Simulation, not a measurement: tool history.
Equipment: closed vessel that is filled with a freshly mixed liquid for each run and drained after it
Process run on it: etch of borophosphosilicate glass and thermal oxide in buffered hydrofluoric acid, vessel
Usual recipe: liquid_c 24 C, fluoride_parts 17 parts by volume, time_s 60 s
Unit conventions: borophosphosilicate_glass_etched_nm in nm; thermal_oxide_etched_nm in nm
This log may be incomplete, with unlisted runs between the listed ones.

run,hour,liquid_c,fluoride_parts,time_s,wafers since the last listed run,hours since the thermometer was replaced,hours since the hydrofluoric acid flow meter was replaced,hours since the gauge calibration,"read-back film thickness of the borophosphosilicate glass reference wafer, read on the same gauge (nm)","read-back film thickness of the thermal oxide reference wafer, read on the same gauge (nm)",borophosphosilicate_glass_etched_nm,thermal_oxide_etched_nm
1,0,24,17,60,0,1144.8,1749.3,707.4,59.95,130.01,51.21,39.01
2,29.5,24,18.5,60,3845,1174.3,1778.8,736.9,59.97,129.99,47.29,35.82
3,56.3,24,17,60,3493,1201.1,1805.6,763.7,60,130,51.18,38.74
4,90,24,17,75,4392,1234.8,1839.3,797.4,59.97,129.98,63.91,48.34
5,116,21.5,19.5,95,3388,1260.8,1865.3,823.4,59.98,130.02,61.49,46.6
6,139,19.5,10.5,30,2997,1283.8,1888.3,846.4,60.01,130,32.19,24.05
7,169.1,24,17,60,3923,1313.9,1918.4,876.5,59.99,129.98,51.04,38.38
8,188.1,22,17,60,2476,1332.9,1937.4,895.5,60,129.99,45.68,34.53
9,213,28.5,19,45,3245,1357.8,1962.3,920.4,60,130.01,43.49,32.99
10,240.4,24,17,60,3571,1385.2,1989.7,947.8,60.04,130,51.06,38.52
11,273.5,24,17,60,4314,1418.3,2022.8,980.9,60.01,130,50.18,38.56
12,301.3,24,17,60,3623,1446.1,2050.6,1008.7,59.99,130.02,51.04,38.33
# hour 312.6: thermometer replaced
13,322.2,28.5,14,60,2593,9.6,2071.5,1029.6,60,130.02,85.17,64.46
14,339.8,28.5,20.5,60,2293,27.2,2089.1,1047.2,59.98,129.99,58.51,44.43
15,354.5,24,17,70,1915,41.9,2103.8,1061.9,60,129.99,64.02,48.27
# hour 368.1: hydrofluoric acid flow meter replaced
16,370.4,24,15,60,1942,57.8,2.3,1077.8,60.01,130,61.95,47.06
# hour 376.3: gauge calibrated
17,396.1,21.5,14.5,45,3349,83.5,28,19.8,60.04,130.02,42.34,31.78
18,429.6,29,13,60,4366,117,61.5,53.3,59.95,129.98,93.49,70.18
19,449.6,24,17,60,2606,137,81.5,73.3,60.02,130,54.84,41.37
20,478.6,26.5,14.5,70,3779,166,110.5,102.3,60.05,129.99,85.16,65.06
21,515.3,24,17,60,4783,202.7,147.2,139,60.01,129.98,54.49,41.35
22,534.1,24,11,30,2450,221.5,166,157.8,60,130.02,41.83,31.56

Run 23, settings as shown, results not yet in. Your forecast:
23,568.8,22.5,17,80,4522,256.2,200.7,192.5,?,?,?,?

{"run 23": {"read-back film thickness of the borophosphosilicate glass reference wafer, read on the same gauge (nm)": 59.98, "read-back film thickness of the thermal oxide reference wafer, read on the same gauge (nm)": 130, "borophosphosilicate_glass_etched_nm": 67.19, "thermal_oxide_etched_nm": 50.34}}
If the tool had no hidden condition, the same run with the same run-to-run variation would have returned borophosphosilicate_glass_etched_nm 68.9 nm, thermal_oxide_etched_nm 51.64 nm.

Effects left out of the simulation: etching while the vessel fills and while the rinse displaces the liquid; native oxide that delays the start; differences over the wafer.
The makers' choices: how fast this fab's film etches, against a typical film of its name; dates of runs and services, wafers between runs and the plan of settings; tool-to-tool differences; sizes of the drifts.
